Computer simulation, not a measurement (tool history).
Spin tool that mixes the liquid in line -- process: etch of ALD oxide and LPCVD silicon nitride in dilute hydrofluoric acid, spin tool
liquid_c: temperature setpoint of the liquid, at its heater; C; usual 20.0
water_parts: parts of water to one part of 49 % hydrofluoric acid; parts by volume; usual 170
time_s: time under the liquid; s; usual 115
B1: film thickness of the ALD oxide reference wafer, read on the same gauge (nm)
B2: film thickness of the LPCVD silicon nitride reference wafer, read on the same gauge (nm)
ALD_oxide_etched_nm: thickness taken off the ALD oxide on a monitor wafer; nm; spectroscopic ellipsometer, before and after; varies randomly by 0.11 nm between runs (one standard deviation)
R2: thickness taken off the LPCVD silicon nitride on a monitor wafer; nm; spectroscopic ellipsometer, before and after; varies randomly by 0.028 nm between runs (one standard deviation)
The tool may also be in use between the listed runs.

Run 1, day 0.000: usual settings; B1 150.01; B2 40.005. Result: ALD_oxide_etched_nm 13.67 nm, R2 0.255 nm.
Run 2, day 2.567: usual settings; B1 150.00; B2 40.014. Result: ALD_oxide_etched_nm 13.62 nm, R2 0.281 nm.
Run 3, day 5.321: usual settings; B1 149.99; B2 40.010. Result: ALD_oxide_etched_nm 13.58 nm, R2 0.220 nm.
Run 4, day 6.442: usual settings; B1 149.98; B2 40.008. Result: ALD_oxide_etched_nm 13.58 nm, R2 0.228 nm.
Run 5, day 9.092: usual settings; B1 149.99; B2 40.007. Result: ALD_oxide_etched_nm 13.67 nm, R2 0.223 nm.
Run 6, day 11.775: usual settings but liquid_c 22.0 C, water_parts 235 parts by volume; B1 150.01; B2 39.986. Result: ALD_oxide_etched_nm 9.79 nm, R2 0.193 nm.
Run 7, day 13.592: usual settings but liquid_c 18.5 C, water_parts 100 parts by volume, time_s 135 s; B1 150.00; B2 39.990. Result: ALD_oxide_etched_nm 27.25 nm, R2 0.495 nm.
Run 8, day 15.979: usual settings but liquid_c 17.0 C, water_parts 95 parts by volume, time_s 135 s; B1 149.98; B2 39.988. Result: ALD_oxide_etched_nm 26.71 nm, R2 0.385 nm.
Run 9, day 17.146: usual settings but liquid_c 17.0 C, water_parts 140 parts by volume, time_s 45 s; B1 149.99; B2 39.996. Result: ALD_oxide_etched_nm 5.72 nm, R2 0.090 nm.
Run 10, day 18.388: usual settings but liquid_c 25.0 C, time_s 90 s; B1 150.00; B2 40.016. Result: ALD_oxide_etched_nm 12.75 nm, R2 0.270 nm.
Run 11, day 20.767: usual settings; B1 150.00; B2 39.998. Result: ALD_oxide_etched_nm 13.44 nm, R2 0.265 nm.
Run 12, day 22.662: usual settings but water_parts 200 parts by volume; B1 150.01; B2 39.996. Result: ALD_oxide_etched_nm 11.06 nm, R2 0.216 nm.
Run 13, day 24.629: usual settings but time_s 165 s; B1 150.01; B2 39.975. Result: ALD_oxide_etched_nm 18.77 nm, R2 0.327 nm.
Run 14, day 26.867: usual settings; B1 150.00; B2 39.987. Result: ALD_oxide_etched_nm 13.11 nm, R2 0.233 nm.
At day 26.908: gauge calibrated.
Run 15, day 28.392: usual settings; B1 149.99; B2 39.978. Result: ALD_oxide_etched_nm 13.16 nm, R2 0.270 nm.
At day 29.496: thermometer replaced.
Run 16, day 31.104: usual settings but liquid_c 18.0 C; B1 150.01; B2 39.989. Result: ALD_oxide_etched_nm 12.91 nm, R2 0.218 nm.
At day 32.746: hydrofluoric acid flow meter replaced.
Run 17, day 33.046: usual settings but liquid_c 25.0 C, water_parts 250 parts by volume, time_s 135 s; B1 149.98; B2 39.997. Result: ALD_oxide_etched_nm 12.29 nm, R2 0.240 nm.
Run 18, day 35.508: usual settings but liquid_c 21.5 C; B1 150.04; B2 40.001. Result: ALD_oxide_etched_nm 14.96 nm, R2 0.303 nm.
Run 19, day 38.183: usual settings; B1 150.04; B2 40.010. Result: ALD_oxide_etched_nm 14.10 nm, R2 0.233 nm.
Run 20, day 40.450: usual settings but liquid_c 17.5 C, water_parts 230 parts by volume, time_s 95 s; B1 149.99; B2 40.013. Result: ALD_oxide_etched_nm 7.24 nm, R2 0.108 nm.
Run 21, day 41.692: usual settings but liquid_c 21.5 C, time_s 45 s; B1 150.02; B2 40.010. Result: ALD_oxide_etched_nm 5.84 nm, R2 0.122 nm.
Run 22, day 43.779: usual settings; B1 150.04; B2 39.981. Result: ALD_oxide_etched_nm 13.93 nm, R2 0.236 nm.
Run 23, day 45.329: usual settings but water_parts 210 parts by volume, time_s 85 s; B1 150.01; B2 40.002. Result: ALD_oxide_etched_nm 7.96 nm, R2 0.169 nm.
Run 24, day 47.050: usual settings but water_parts 235 parts by volume, time_s 45 s; B1 149.96; B2 40.020. Result: ALD_oxide_etched_nm 3.69 nm, R2 0.069 nm.
Run 25, day 49.738: usual settings but time_s 55 s; B1 150.00; B2 39.983. Result: ALD_oxide_etched_nm 6.55 nm, R2 0.127 nm.

Here are 5 independent what-if runs from the current tool condition. What would each one return?
Run A, day 49.754: usual settings; B1 ?; B2 ?. Result: ALD_oxide_etched_nm ?, R2 ?.
Run B, day 49.754: usual settings but liquid_c 17.0 C, water_parts 130 parts by volume, time_s 50 s; B1 ?; B2 ?. Result: ALD_oxide_etched_nm ?, R2 ?.
Run C, day 49.754: usual settings but liquid_c 23.0 C, water_parts 90 parts by volume, time_s 90 s; B1 ?; B2 ?. Result: ALD_oxide_etched_nm ?, R2 ?.
Run D, day 49.754: usual settings but liquid_c 25.0 C, water_parts 115 parts by volume, time_s 140 s; B1 ?; B2 ?. Result: ALD_oxide_etched_nm ?, R2 ?.
Run E, day 49.754: usual settings but liquid_c 17.0 C, water_parts 225 parts by volume, time_s 175 s; B1 ?; B2 ?. Result: ALD_oxide_etched_nm ?, R2 ?.

run      B1      B2  ALD_oxide_etched_nm     R2
  A  149.98  40.002                13.57  0.256
  B  149.98  40.002                 7.10  0.118
  C  149.98  40.002                24.68  0.456
  D  149.98  40.002                31.58  0.637
  E  149.98  40.002                13.16  0.243
Without the tool's hidden state the same runs would have given:
run  ALD_oxide_etched_nm     R2
  A                14.04  0.271
  B                 7.36  0.125
  C                25.56  0.483
  D                32.66  0.673
  E                13.62  0.258

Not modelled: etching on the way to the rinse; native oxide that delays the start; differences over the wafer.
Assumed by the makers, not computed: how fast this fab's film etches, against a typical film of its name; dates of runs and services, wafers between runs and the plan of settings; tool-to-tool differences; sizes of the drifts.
